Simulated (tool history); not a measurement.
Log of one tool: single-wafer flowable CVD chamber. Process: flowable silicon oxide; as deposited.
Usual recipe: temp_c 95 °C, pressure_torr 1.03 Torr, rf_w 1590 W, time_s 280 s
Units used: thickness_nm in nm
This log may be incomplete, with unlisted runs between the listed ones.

| run | day | temp_c | pressure_torr | rf_w | time_s | read-back reference wafer on the same gauge, thickness_nm | thickness_nm |
|---|---|---|---|---|---|---|---|
| 1 | 0 | 95 | 1.03 | 1590 | 280 | 278.977 | 273.276 |
| 2 | 0.583 | 95 | 1.03 | 1590 | 280 | 279.049 | 271.987 |
| 3 | 1.496 | 89 | 1.03 | 1590 | 280 | 279.077 | 326.809 |
| 4 | 2.479 | 86 | 1.03 | 1590 | 280 | 278.764 | 352.375 |
| 5 | 3.412 | 86 | 1.03 | 1590 | 280 | 279.064 | 352.87 |
| 6 | 4.771 | 86 | 1.03 | 1590 | 280 | 278.902 | 351.97 |
|  | 5.396 | showerhead replaced |
| 7 | 5.854 | 86 | 1.03 | 1590 | 236 | 279.076 | 296.834 |
| 8 | 6.879 | 95 | 1.12 | 1590 | 322 | 279.022 | 332.136 |
| 9 | 7.438 | 86 | 1.03 | 1590 | 280 | 278.987 | 352.431 |
|  | 8.45 | RF generator calibrated |
|  | 8.671 | thermocouple changed; heater temperature recalibrated |
| 10 | 9.208 | 95 | 1.03 | 1590 | 280 | 279.079 | 277.252 |
|  | 9.733 | capacitance manometer re-zeroed and calibrated |
|  | 9.854 | gauge calibrated |
| 11 | 9.933 | 95 | 1.24 | 1590 | 327 | 278.933 | 351.831 |
| 12 | 11.008 | 101 | 0.96 | 1385 | 235 | 279.159 | 170.048 |
| 13 | 12.058 | 82 | 1.12 | 1390 | 241 | 279.07 | 332.197 |
| 14 | 12.946 | 95 | 1.03 | 1590 | 280 | 279.012 | 262.867 |
| 15 | 13.621 | 90 | 1.03 | 1875 | 280 | 278.838 | 318.146 |

Subtracting, for every run, the result it would have given without the tool's unlogged condition from the measured result gives the following. The same run-to-run variation enters both numbers; the gauge's scatter may not:
The hidden state here: wafer temperature above the value expected at the setpoint (K); delivered RF power above the setpoint (%); true pressure above the setpoint (%); gauge reads high (%).
| run | thickness_nm |
|---|---|
| 1 | +10.566 |
| 2 | +10.525 |
| 3 | +12.981 |
| 4 | +14.17 |
| 5 | +14.232 |
| 6 | +14.255 |
| 7 | +12.062 |
| 8 | +12.648 |
| 9 | +14.389 |
| 10 | +16.166 |
| 11 | +1.784 |
| 12 | +0.951 |
| 13 | +1.742 |
| 14 | +1.545 |
| 15 | +1.897 |

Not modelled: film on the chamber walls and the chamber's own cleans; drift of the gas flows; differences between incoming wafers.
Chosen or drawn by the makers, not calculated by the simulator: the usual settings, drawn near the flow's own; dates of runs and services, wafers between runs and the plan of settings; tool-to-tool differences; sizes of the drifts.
